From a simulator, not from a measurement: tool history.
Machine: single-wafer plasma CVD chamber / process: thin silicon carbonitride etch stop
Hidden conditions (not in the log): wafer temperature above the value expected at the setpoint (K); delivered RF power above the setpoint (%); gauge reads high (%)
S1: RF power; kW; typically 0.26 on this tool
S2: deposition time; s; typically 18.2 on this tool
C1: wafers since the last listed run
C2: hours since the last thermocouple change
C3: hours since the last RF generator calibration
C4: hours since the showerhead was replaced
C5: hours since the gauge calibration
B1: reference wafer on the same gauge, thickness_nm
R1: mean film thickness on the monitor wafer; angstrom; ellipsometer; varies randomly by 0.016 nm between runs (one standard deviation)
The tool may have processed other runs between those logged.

run   hour     S1    S2   C1      C2      C3      C4     C5     B1      R1
  1      0   0.26  18.2    0  2328.2  1660.8  7320.4   68.6  9.781  105.29
  2   14.1   0.26  18.2  452  2342.3  1674.9  7334.5   82.7  9.763  105.49
  3   31.6   0.26  18.2  561  2359.8  1692.4    7352  100.2  9.757  105.48
  4   41.1    0.3  18.2  304  2369.3  1701.9  7361.5  109.7  9.758  109.72
  5   51.8  0.275  18.2  343    2380  1712.6  7372.2  120.4   9.75   107.1
  6   59.5   0.26  19.5  247  2387.7  1720.3  7379.9  128.1  9.751  112.95
  7   71.8  0.225  18.2  394    2400  1732.6  7392.2  140.4  9.738  100.98
  8   79.8  0.225  18.2  256    2408  1740.6  7400.2  148.4  9.748  100.82
      92.6  -- RF generator calibrated
  9   93.8  0.225  18.2  192    2422     1.2  7414.2  162.4  9.739  101.05
 10    108   0.26  18.2  455  2436.2    15.4  7428.4  176.6  9.732     105
 11  124.8   0.26  18.2  539    2453    32.2  7445.2  193.4  9.717  104.66
 12  136.8   0.26  18.2  385    2465    44.2  7457.2  205.4  9.719  104.86
     148.7  -- showerhead replaced
 13  149.2   0.26  20.1  141  2477.4    56.6     0.5  217.8  9.717  115.57
 14  162.1   0.26  18.2  413  2490.3    69.5    13.4  230.7  9.697  104.75
     174.6  -- thermocouple changed; heater temperature recalibrated
 15  175.1   0.26    20  160     0.5    82.5    26.4  243.7  9.705  114.93
 16  180.6   0.26  18.2  176       6      88    31.9  249.2  9.707  104.51
 17  186.8   0.21  16.5  198    12.2    94.2    38.1  255.4  9.701   89.75
     191.1  -- gauge calibrated
 18  195.7   0.26  21.1  285    21.1   103.1      47    4.6  9.809  122.38
 19  204.5  0.235  15.1  282    29.9   111.9    55.8   13.4   9.81   85.33
 20  220.4  0.245  20.3  510    45.8   127.8    71.7   29.3  9.796  115.61
 21  234.4  0.245    20  449    59.8   141.8    85.7   43.3  9.787   114.1
 22  248.9   0.26  18.2  465    74.3   156.3   100.2   57.8  9.775  105.98
 23  255.3  0.305  16.4  205    80.7   162.7   106.6   64.2  9.779   99.44
 24  262.9  0.235  19.8  243    88.3   170.3   114.2   71.8  9.779  111.42

Each row is a separate what-if for the run after 24, all from the same tool condition, not one after another. Results?
  A  263.3   0.26  18.2  12  88.7  170.7  114.6  72.2   ?   ?
  B  263.3   0.22  21.8  12  88.7  170.7  114.6  72.2   ?   ?
  C  263.3  0.235  18.2  12  88.7  170.7  114.6  72.2   ?   ?
  D  263.3  0.245  18.2  12  88.7  170.7  114.6  72.2   ?   ?

run     B1      R1
  A  9.784  105.26
  B  9.784  120.43
  C  9.784  102.37
  D  9.784  103.55
What these runs would have given with no unlogged condition in the tool:
run      R1
  A  105.49
  B  120.69
  C  102.59
  D  103.78

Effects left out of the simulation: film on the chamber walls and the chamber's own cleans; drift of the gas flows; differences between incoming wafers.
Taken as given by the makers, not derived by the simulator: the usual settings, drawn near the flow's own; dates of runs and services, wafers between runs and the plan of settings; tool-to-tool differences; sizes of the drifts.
